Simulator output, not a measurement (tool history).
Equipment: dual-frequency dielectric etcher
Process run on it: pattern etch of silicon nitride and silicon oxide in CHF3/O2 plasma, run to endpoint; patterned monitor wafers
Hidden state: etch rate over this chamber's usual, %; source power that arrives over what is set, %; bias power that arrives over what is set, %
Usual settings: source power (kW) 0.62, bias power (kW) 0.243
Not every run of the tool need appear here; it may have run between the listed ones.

run   hour  source power (kW)  bias power (kW)  wafers since the last listed run  hours since the last wet clean  hours since the last source power generator calibration  hours since the last bias power generator calibration  hours since the last upper electrode change  incoming incoming film thickness, nm  endpoint time (s)
  1      0               0.62            0.243                                 0                            76.9                                                   2463.2                                                 3317.2                                       2119.1                                 284.3                176
  2   45.3               0.62            0.243                               402                           122.2                                                   2508.5                                                 3362.5                                       2164.4                                 287.9              177.5
  3   86.4               0.62            0.243                               364                           163.3                                                   2549.6                                                 3403.6                                       2205.5                                   285              180.4
  4  138.8               0.62            0.243                               465                           215.7                                                     2602                                                   3456                                       2257.9                                 281.8              175.7
  5  170.7               0.49            0.243                               283                           247.6                                                   2633.9                                                 3487.9                                       2289.8                                 287.5              189.6
  6  219.5               0.62            0.243                               433                           296.4                                                   2682.7                                                 3536.7                                       2338.6                                 283.5              180.6
     267.5  -- upper electrode replaced
  7    268               0.62            0.243                               217                           344.9                                                   2731.2                                                 3585.2                                          0.5                                 279.6              177.7
  8  307.7               0.62            0.243                               352                           384.6                                                   2770.9                                                 3624.9                                         40.2                                 284.2              181.3
     367.8  -- wet clean of the chamber
  9  370.8               0.58            0.243                               347                               3                                                     2834                                                   3688                                        103.3                                 284.3              174.4
     390.6  -- bias power generator calibrated
 10  411.3               0.62            0.268                               324                            43.5                                                   2874.5                                                   20.7                                        143.8                                 285.9              168.2
 11  454.9               0.62            0.243                               387                            87.1                                                   2918.1                                                   64.3                                        187.4                                 285.2              174.2
 12  500.1               0.62            0.262                               401                           132.3                                                   2963.3                                                  109.5                                        232.6                                 285.7              173.8
 13  532.8               0.75            0.196                               290                             165                                                     2996                                                  142.2                                        265.3                                 286.5                175
     580.1  -- source power generator calibrated
 14    589               0.54            0.279                               463                           221.2                                                      8.9                                                  198.4                                        321.5                                 287.1              179.4
 15  627.1                0.5            0.271                               338                           259.3                                                       47                                                  236.5                                        359.6                                 285.6              184.1
 16  671.1               0.53            0.258                               390                           303.3                                                       91                                                  280.5                                        403.6                                 285.6              185.5
 17  705.1               0.51            0.194                               301                           337.3                                                      125                                                  314.5                                        437.6                                 287.9              202.4
     754.2  -- wet clean of the chamber
 18  755.1               0.62            0.243                               230                             0.9                                                      175                                                  364.5                                        487.6                                 285.7                173

Predict each of these 3 candidate next runs independently; none follows another, all start after run 18:
  A  755.6               0.47            0.243                                 4                             1.4                                                    175.5                                                    365                                        488.1                                 285.7                  ?
  B  755.6                0.7            0.282                                 4                             1.4                                                    175.5                                                    365                                        488.1                                 285.7                  ?
  C  755.6               0.53            0.274                                 4                             1.4                                                    175.5                                                    365                                        488.1                                 285.7                  ?

run  endpoint time (s)
  A              187.4
  B              162.1
  C              176.4
Had the tool no hidden state, the same runs would have come out as:
run  endpoint time (s)
  A              187.8
  B              162.5
  C              176.7

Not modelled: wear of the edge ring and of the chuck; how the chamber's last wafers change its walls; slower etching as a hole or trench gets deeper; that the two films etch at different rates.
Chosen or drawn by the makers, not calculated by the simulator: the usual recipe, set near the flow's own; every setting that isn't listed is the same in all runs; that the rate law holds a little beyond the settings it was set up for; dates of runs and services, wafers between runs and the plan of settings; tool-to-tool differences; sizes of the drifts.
